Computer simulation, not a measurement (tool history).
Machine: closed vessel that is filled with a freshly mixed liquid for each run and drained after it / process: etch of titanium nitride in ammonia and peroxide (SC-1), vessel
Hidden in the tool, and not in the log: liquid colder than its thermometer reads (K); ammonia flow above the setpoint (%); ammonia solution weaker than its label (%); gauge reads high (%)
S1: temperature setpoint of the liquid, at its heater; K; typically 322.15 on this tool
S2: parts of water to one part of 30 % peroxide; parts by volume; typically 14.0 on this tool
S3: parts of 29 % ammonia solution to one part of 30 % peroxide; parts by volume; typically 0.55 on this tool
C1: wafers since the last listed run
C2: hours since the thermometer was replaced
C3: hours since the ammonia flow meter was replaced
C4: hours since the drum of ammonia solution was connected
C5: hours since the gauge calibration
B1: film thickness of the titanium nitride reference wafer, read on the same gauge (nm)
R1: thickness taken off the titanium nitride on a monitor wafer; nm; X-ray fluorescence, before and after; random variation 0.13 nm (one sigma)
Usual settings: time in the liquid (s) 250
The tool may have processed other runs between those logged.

run 1 hour=0.0 | S1=322.15 S2=14.0 S3=0.75 time_in_the_liquid_(s)=250 | C1=0 C2=149.8 C3=1054.6 C4=1038.0 C5=941.7 | B1=144.80 | R1=17.11
run 2 hour=88.8 | S1=322.15 S2=14.0 S3=0.75 time_in_the_liquid_(s)=250 | C1=8731 C2=238.6 C3=1143.4 C4=1126.8 C5=1030.5 | B1=145.31 | R1=17.02
-- hour=130.4 new drum of ammonia solution connected
run 3 hour=194.8 | S1=322.15 S2=14.0 S3=0.55 time_in_the_liquid_(s)=250 | C1=10324 C2=344.6 C3=1249.4 C4=64.4 C5=1136.5 | B1=145.88 | R1=15.93
run 4 hour=262.1 | S1=322.15 S2=14.0 S3=0.55 time_in_the_liquid_(s)=250 | C1=6617 C2=411.9 C3=1316.7 C4=131.7 C5=1203.8 | B1=146.28 | R1=16.43
run 5 hour=359.0 | S1=322.15 S2=14.0 S3=0.55 time_in_the_liquid_(s)=250 | C1=9527 C2=508.8 C3=1413.6 C4=228.6 C5=1300.7 | B1=146.82 | R1=16.20
-- hour=368.6 gauge calibrated
run 6 hour=421.1 | S1=322.15 S2=14.0 S3=0.55 time_in_the_liquid_(s)=250 | C1=6106 C2=570.9 C3=1475.7 C4=290.7 C5=52.5 | B1=140.35 | R1=15.50
run 7 hour=487.8 | S1=322.15 S2=14.0 S3=0.55 time_in_the_liquid_(s)=250 | C1=6558 C2=637.6 C3=1542.4 C4=357.4 C5=119.2 | B1=140.72 | R1=15.50
run 8 hour=565.7 | S1=322.15 S2=14.0 S3=0.55 time_in_the_liquid_(s)=250 | C1=7659 C2=715.5 C3=1620.3 C4=435.3 C5=197.1 | B1=141.14 | R1=15.52
run 9 hour=673.0 | S1=322.15 S2=14.0 S3=0.55 time_in_the_liquid_(s)=250 | C1=10550 C2=822.8 C3=1727.6 C4=542.6 C5=304.4 | B1=141.77 | R1=15.62
-- hour=683.7 ammonia flow meter replaced
run 10 hour=768.8 | S1=322.15 S2=14.0 S3=0.55 time_in_the_liquid_(s)=250 | C1=9321 C2=918.6 C3=85.1 C4=638.4 C5=400.2 | B1=142.30 | R1=15.87
run 11 hour=857.3 | S1=322.15 S2=9.0 S3=0.75 time_in_the_liquid_(s)=250 | C1=8701 C2=1007.1 C3=173.6 C4=726.9 C5=488.7 | B1=142.79 | R1=21.23
-- hour=897.7 thermometer replaced
run 12 hour=940.4 | S1=313.65 S2=14.0 S3=0.55 time_in_the_liquid_(s)=250 | C1=8072 C2=42.7 C3=256.7 C4=810.0 C5=571.8 | B1=143.24 | R1=8.77
run 13 hour=996.1 | S1=312.15 S2=19.0 S3=0.40 time_in_the_liquid_(s)=205 | C1=5476 C2=98.4 C3=312.4 C4=865.7 C5=627.5 | B1=143.59 | R1=5.01
run 14 hour=1046.2 | S1=322.15 S2=20.0 S3=0.55 time_in_the_liquid_(s)=250 | C1=4926 C2=148.5 C3=362.5 C4=915.8 C5=677.6 | B1=143.84 | R1=13.17
run 15 hour=1132.3 | S1=322.15 S2=10.5 S3=0.55 time_in_the_liquid_(s)=250 | C1=8465 C2=234.6 C3=448.6 C4=1001.9 C5=763.7 | B1=144.33 | R1=18.49
run 16 hour=1207.3 | S1=318.65 S2=20.5 S3=0.55 time_in_the_liquid_(s)=120 | C1=7374 C2=309.6 C3=523.6 C4=1076.9 C5=838.7 | B1=144.75 | R1=4.90
-- hour=1259.5 new drum of ammonia solution connected
run 17 hour=1265.1 | S1=316.15 S2=14.0 S3=0.55 time_in_the_liquid_(s)=175 | C1=5584 C2=367.4 C3=581.4 C4=5.6 C5=896.5 | B1=145.09 | R1=7.46
run 18 hour=1329.1 | S1=322.15 S2=14.0 S3=0.55 time_in_the_liquid_(s)=250 | C1=6292 C2=431.4 C3=645.4 C4=69.6 C5=960.5 | B1=145.43 | R1=16.25
run 19 hour=1369.3 | S1=322.15 S2=9.0 S3=0.55 time_in_the_liquid_(s)=305 | C1=3952 C2=471.6 C3=685.6 C4=109.8 C5=1000.7 | B1=145.63 | R1=25.04
run 20 hour=1423.6 | S1=318.65 S2=20.5 S3=0.55 time_in_the_liquid_(s)=120 | C1=5339 C2=525.9 C3=739.9 C4=164.1 C5=1055.0 | B1=145.97 | R1=4.95
run 21 hour=1490.7 | S1=322.15 S2=14.0 S3=0.55 time_in_the_liquid_(s)=250 | C1=6597 C2=593.0 C3=807.0 C4=231.2 C5=1122.1 | B1=146.32 | R1=16.24
run 22 hour=1583.3 | S1=322.15 S2=10.0 S3=0.55 time_in_the_liquid_(s)=390 | C1=9105 C2=685.6 C3=899.6 C4=323.8 C5=1214.7 | B1=146.87 | R1=30.45
run 23 hour=1632.9 | S1=322.15 S2=14.0 S3=0.55 time_in_the_liquid_(s)=250 | C1=4876 C2=735.2 C3=949.2 C4=373.4 C5=1264.3 | B1=147.13 | R1=16.69
run 24 hour=1719.8 | S1=322.15 S2=14.0 S3=0.55 time_in_the_liquid_(s)=250 | C1=8544 C2=822.1 C3=1036.1 C4=460.3 C5=1351.2 | B1=147.61 | R1=16.76
run 25 hour=1758.6 | S1=326.15 S2=14.0 S3=0.55 time_in_the_liquid_(s)=385 | C1=3815 C2=860.9 C3=1074.9 C4=499.1 C5=1390.0 | B1=147.84 | R1=33.79
-- hour=1811.2 gauge calibrated
run 26 hour=1853.4 | S1=322.15 S2=14.0 S3=0.70 time_in_the_liquid_(s)=250 | C1=9321 C2=955.7 C3=1169.7 C4=593.9 C5=42.2 | B1=140.81 | R1=16.37

5 ways to go on from here, each from the tool as it stands after run 26. What would each give?
run A hour=1854.1 | S1=322.15 S2=14.0 S3=0.55 time_in_the_liquid_(s)=250 | C1=68 C2=956.4 C3=1170.4 C4=594.6 C5=42.9 | B1=? | R1=?
run B hour=1854.1 | S1=322.15 S2=14.0 S3=0.75 time_in_the_liquid_(s)=365 | C1=68 C2=956.4 C3=1170.4 C4=594.6 C5=42.9 | B1=? | R1=?
run C hour=1854.1 | S1=319.15 S2=16.5 S3=0.65 time_in_the_liquid_(s)=360 | C1=68 C2=956.4 C3=1170.4 C4=594.6 C5=42.9 | B1=? | R1=?
run D hour=1854.1 | S1=331.65 S2=18.0 S3=0.55 time_in_the_liquid_(s)=250 | C1=68 C2=956.4 C3=1170.4 C4=594.6 C5=42.9 | B1=? | R1=?
run E hour=1854.1 | S1=317.15 S2=11.0 S3=0.55 time_in_the_liquid_(s)=320 | C1=68 C2=956.4 C3=1170.4 C4=594.6 C5=42.9 | B1=? | R1=?

run=A B1=140.79 R1=15.74
run=B B1=140.79 R1=24.27
run=C B1=140.79 R1=17.28
run=D B1=140.79 R1=26.20
run=E B1=140.79 R1=16.05
The same runs, with their run-to-run variation unchanged, on a tool lacking any hidden condition would have given:
run=A R1=15.65
run=B R1=24.13
run=C R1=17.18
run=D R1=26.05
run=E R1=15.96
